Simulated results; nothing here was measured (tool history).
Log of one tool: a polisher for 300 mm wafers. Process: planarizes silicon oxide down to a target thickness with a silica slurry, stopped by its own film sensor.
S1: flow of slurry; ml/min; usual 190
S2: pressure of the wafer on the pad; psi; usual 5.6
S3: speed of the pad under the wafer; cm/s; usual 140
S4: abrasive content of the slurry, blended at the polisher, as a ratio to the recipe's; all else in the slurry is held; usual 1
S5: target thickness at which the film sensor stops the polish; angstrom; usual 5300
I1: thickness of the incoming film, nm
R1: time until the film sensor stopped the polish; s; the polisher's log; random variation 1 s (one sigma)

run	hour	S1	S2	S3	S4	S5	I1	R1
1	0	190	5.6	140	1	5300	860.6	72.3
# hour 9.2: conditioning disc replaced and pad reconditioned
# hour 53.8: slurry blender recalibrated
# hour 153.3: worn pad replaced by a new one
2	191.5	190	5.6	140	1	5300	870.5	74
3	233	190	5.6	140	1	5300	882.4	79.1
# hour 246.9: slurry blender recalibrated
4	305.7	190	5.6	140	1	4900	869.1	81
# hour 315.8: slurry nozzle cleaned
5	346	190	5.6	140	1	4900	863.8	82.7
# hour 390.5: worn pad replaced by a new one
# hour 415: head pressure recalibrated
# hour 436.7: slurry blender recalibrated
6	443.2	190	5.6	140	1	5300	864.4	71.4
# hour 485.8: conditioning disc replaced and pad reconditioned
7	536.9	190	5.6	140	1	5300	884.6	79
8	592.6	190	5.6	140	1	5300	870.5	78.5
# hour 622.8: worn pad replaced by a new one
9	651.8	190	5.6	140	1	5300	863	76.4
# hour 654.2: slurry blender recalibrated
10	715.8	190	5.6	140	1.2	5300	885.8	72.1
11	767.6	190	6.4	182	0.75	5300	870.3	62.8
12	846	235	5.6	140	1.3	6440	868.5	45.9
# hour 860.6: slurry blender recalibrated
# hour 875.2: worn pad replaced by a new one
# hour 880.5: slurry nozzle cleaned
13	912.6	190	5.6	140	1	4230	851.8	93.6
14	979.8	190	6.8	140	1	5300	866.3	61.7
# hour 1078.4: slurry blender recalibrated
15	1079.4	190	7	140	1	4110	870.1	80.7
# hour 1087.8: conditioning disc replaced and pad reconditioned
# hour 1099.1: worn pad replaced by a new one
16	1115.6	190	5.6	140	1	5300	872.5	70.8

Forecast each of these 5 alternatives for the next run:
A	1116.1	190	5.6	140	1	5300	873.8	?
B	1116.1	145	4.2	104	1	4630	873.8	?
C	1116.1	150	5.6	120	1.2	4140	873.8	?
D	1116.1	190	5.6	140	1	4990	873.8	?
E	1116.1	190	4.8	140	0.85	5300	873.8	?

run	R1
A	74
B	157
C	108.1
D	80.7
E	93
Without the tool's hidden state the same runs would have given:
run	R1
A	71.9
B	152.5
C	105.1
D	78.4
E	90.2

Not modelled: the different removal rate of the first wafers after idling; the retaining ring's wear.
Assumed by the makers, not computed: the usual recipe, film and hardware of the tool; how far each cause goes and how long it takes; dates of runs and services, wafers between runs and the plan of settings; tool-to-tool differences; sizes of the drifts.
